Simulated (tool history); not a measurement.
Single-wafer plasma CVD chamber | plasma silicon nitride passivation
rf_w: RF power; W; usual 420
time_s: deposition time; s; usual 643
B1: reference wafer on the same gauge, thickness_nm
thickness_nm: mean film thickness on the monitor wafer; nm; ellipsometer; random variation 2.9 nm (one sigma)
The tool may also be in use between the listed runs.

run 1 hour=0 | rf_w=420 time_s=643 | B1=895.29 | thickness_nm=874.943
run 2 hour=12 | rf_w=420 time_s=643 | B1=893.96 | thickness_nm=879.858
run 3 hour=21.9 | rf_w=420 time_s=643 | B1=895.609 | thickness_nm=873.924
run 4 hour=32.8 | rf_w=440 time_s=643 | B1=895.065 | thickness_nm=893.341
run 5 hour=50.3 | rf_w=440 time_s=643 | B1=893.861 | thickness_nm=896.111
run 6 hour=60.4 | rf_w=440 time_s=643 | B1=895.698 | thickness_nm=893.022
run 7 hour=102.9 | rf_w=420 time_s=643 | B1=894.259 | thickness_nm=878.982
run 8 hour=115.5 | rf_w=420 time_s=643 | B1=894.986 | thickness_nm=875.05
run 9 hour=133.3 | rf_w=420 time_s=643 | B1=894.546 | thickness_nm=880.429
run 10 hour=142.6 | rf_w=420 time_s=643 | B1=894.573 | thickness_nm=871.118
run 11 hour=160.5 | rf_w=420 time_s=643 | B1=894.681 | thickness_nm=881.198
run 12 hour=177.5 | rf_w=450 time_s=577 | B1=894.818 | thickness_nm=810.627
run 13 hour=187.2 | rf_w=450 time_s=577 | B1=895.341 | thickness_nm=808.36
run 14 hour=195.4 | rf_w=450 time_s=577 | B1=894.691 | thickness_nm=808.507
-- hour=210.1 gauge calibrated
run 15 hour=225.8 | rf_w=385 time_s=643 | B1=894.719 | thickness_nm=849.193
run 16 hour=235.9 | rf_w=385 time_s=643 | B1=895.175 | thickness_nm=846.024
run 17 hour=247.3 | rf_w=385 time_s=643 | B1=895.199 | thickness_nm=846.125
run 18 hour=261.9 | rf_w=420 time_s=643 | B1=894.685 | thickness_nm=878.163
-- hour=272.5 RF generator calibrated
run 19 hour=273 | rf_w=420 time_s=643 | B1=894.224 | thickness_nm=860.398
run 20 hour=280 | rf_w=420 time_s=643 | B1=895.696 | thickness_nm=860.349
run 21 hour=295.7 | rf_w=480 time_s=764 | B1=895.762 | thickness_nm=1072.317
run 22 hour=305.4 | rf_w=445 time_s=695 | B1=893.643 | thickness_nm=946.688
run 23 hour=318 | rf_w=470 time_s=693 | B1=895.6 | thickness_nm=966.058
run 24 hour=334.2 | rf_w=495 time_s=560 | B1=894.949 | thickness_nm=794.858
run 25 hour=342.6 | rf_w=395 time_s=609 | B1=894.844 | thickness_nm=790.062
-- hour=360 RF generator calibrated, repeated, since the last time left the tool worse
-- hour=360.6 showerhead replaced
run 26 hour=361.1 | rf_w=420 time_s=643 | B1=894.912 | thickness_nm=887.2
run 27 hour=377.8 | rf_w=445 time_s=695 | B1=895.855 | thickness_nm=985.401
run 28 hour=395.1 | rf_w=395 time_s=535 | B1=894.416 | thickness_nm=721.09
run 29 hour=403.7 | rf_w=360 time_s=740 | B1=894.303 | thickness_nm=951.823
run 30 hour=415.3 | rf_w=400 time_s=722 | B1=895.216 | thickness_nm=975.38
run 31 hour=424.9 | rf_w=420 time_s=643 | B1=895.171 | thickness_nm=886.007
run 32 hour=436.3 | rf_w=480 time_s=745 | B1=895.232 | thickness_nm=1089.105
run 33 hour=442.5 | rf_w=420 time_s=576 | B1=894.991 | thickness_nm=791.733
run 34 hour=460.3 | rf_w=440 time_s=643 | B1=895.027 | thickness_nm=905.746
run 35 hour=467.4 | rf_w=395 time_s=643 | B1=894.786 | thickness_nm=861.571
run 36 hour=483.3 | rf_w=420 time_s=717 | B1=895.597 | thickness_nm=992.812
run 37 hour=493.2 | rf_w=490 time_s=590 | B1=894.921 | thickness_nm=855.753
run 38 hour=506 | rf_w=350 time_s=643 | B1=894.534 | thickness_nm=818.631
run 39 hour=518.8 | rf_w=420 time_s=643 | B1=895.628 | thickness_nm=880.69
run 40 hour=525.1 | rf_w=340 time_s=546 | B1=895.522 | thickness_nm=687.331
run 41 hour=532.9 | rf_w=420 time_s=643 | B1=895.662 | thickness_nm=879.714
run 42 hour=542 | rf_w=420 time_s=570 | B1=895.079 | thickness_nm=781.734
run 43 hour=552.9 | rf_w=355 time_s=696 | B1=894.147 | thickness_nm=886.101
run 44 hour=569.7 | rf_w=420 time_s=740 | B1=895.424 | thickness_nm=1020.305
run 45 hour=584 | rf_w=420 time_s=709 | B1=894.524 | thickness_nm=969.648

Some steps in thickness_nm between neighbouring runs. How much of each would the tool show without its hidden state too (settings, what came in, random variation), and how much is left for the hidden state, with any gauge scatter that isn't in both results?
The hidden state here: delivered RF power above the setpoint (%); gauge reads high (%).
Run 18 -> 19: RF generator calibrated. thickness_nm -17.765 nm: hidden state -16.36, all else -1.405.
Run 20 -> 21: rf_w 420 -> 480, time_s 643 -> 764. thickness_nm +211.968 nm: hidden state -10.162, all else +222.13.
Run 25 -> 26: rf_w 395 -> 420, time_s 609 -> 643, RF generator calibrated, repeated, since the last time left the tool worse, showerhead replaced. thickness_nm +97.138 nm: hidden state +32.35, all else +64.788.
Run 27 -> 28: rf_w 445 -> 395, time_s 695 -> 535. thickness_nm -264.311 nm: hidden state +0.726, all else -265.037.
Run 28 -> 29: rf_w 395 -> 360, time_s 535 -> 740. thickness_nm +230.733 nm: hidden state -2.154, all else +232.887.
Run 32 -> 33: rf_w 480 -> 420, time_s 745 -> 576. thickness_nm -297.372 nm: hidden state +2.568, all else -299.94.

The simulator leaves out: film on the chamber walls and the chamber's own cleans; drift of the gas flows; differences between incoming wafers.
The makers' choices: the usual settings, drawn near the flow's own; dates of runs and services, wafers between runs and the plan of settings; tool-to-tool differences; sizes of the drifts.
